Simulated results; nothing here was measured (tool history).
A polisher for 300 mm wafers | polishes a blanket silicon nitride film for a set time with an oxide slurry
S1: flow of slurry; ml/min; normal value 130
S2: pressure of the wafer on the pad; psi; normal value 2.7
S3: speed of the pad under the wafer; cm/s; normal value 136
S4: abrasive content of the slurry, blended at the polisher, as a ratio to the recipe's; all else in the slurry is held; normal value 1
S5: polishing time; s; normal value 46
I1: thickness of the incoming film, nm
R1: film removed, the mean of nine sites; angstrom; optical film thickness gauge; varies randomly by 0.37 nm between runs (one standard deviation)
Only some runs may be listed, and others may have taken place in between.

run	hour	S1	S2	S3	S4	S5	I1	R1
1	0	130	2.7	104	1	46	285.3	232
2	29.5	130	2.7	104	1	46	289.6	231
# hour 47.8: slurry nozzle cleaned
3	60.5	130	2.7	136	1	46	286.2	279
# hour 68.5: conditioning disc replaced and pad reconditioned
4	92.9	130	2.7	136	1	46	288	275
# hour 100.8: worn pad replaced by a new one
5	108.1	130	2.7	136	1	46	291.4	274
6	128.2	130	2.7	136	1	46	289.1	277
7	155	130	2.7	136	1	46	289.6	281
# hour 157.4: head pressure recalibrated
8	172.2	130	2.7	136	1	46	291.6	256
# hour 206.4: slurry blender recalibrated
9	206.9	130	2.7	136	1	46	290.6	265
# hour 212.8: conditioning disc replaced and pad reconditioned
10	219.8	130	2.7	136	1	46	286.4	270
# hour 234.5: worn pad replaced by a new one
11	241.8	165	2.7	164	1	46	292.4	318
12	272.3	130	3.4	160	0.85	46	291.1	342
13	285.8	130	2.1	92	1	38	295.5	132
14	316.4	120	3	124	1	46	290.6	277
# hour 342.4: conditioning disc replaced and pad reconditioned
15	351	175	1.9	136	0.75	46	292.5	188
# hour 383.2: worn pad replaced by a new one
16	383.7	130	3.4	136	1	40	293.9	290
# hour 392.4: slurry nozzle cleaned
17	395.3	170	2.7	136	1	46	287.3	285
18	415	130	2.7	136	0.85	58	292.5	334
19	442.3	130	2.7	136	1	46	290.7	282
# hour 461.3: conditioning disc replaced and pad reconditioned
20	467.4	130	2.7	136	0.75	46	284.9	243
21	490.6	165	3.5	114	0.8	46	288.2	298
# hour 504.4: slurry blender recalibrated
22	515.6	165	2.7	110	1	46	293.6	250
# hour 525.9: worn pad replaced by a new one
23	531.5	130	2.7	136	1	46	293.9	281
24	566.7	130	2.7	136	1	46	290.2	275
# hour 586.6: conditioning disc replaced and pad reconditioned
25	587	85	2.7	136	1	46	293.2	252
26	610.7	130	2.7	112	1	60	290	316

What if the next run were any one of these 3? Each begins from the tool's condition after run 26:
A	611.1	130	2.7	136	1	39	290.2	?
B	611.1	115	3.2	136	1	56	290.2	?
C	611.1	105	2.7	136	1	46	290.2	?

run	R1
A	234
B	381
C	263
What these runs would have given with no unlogged condition in the tool:
run	R1
A	211
B	344
C	237
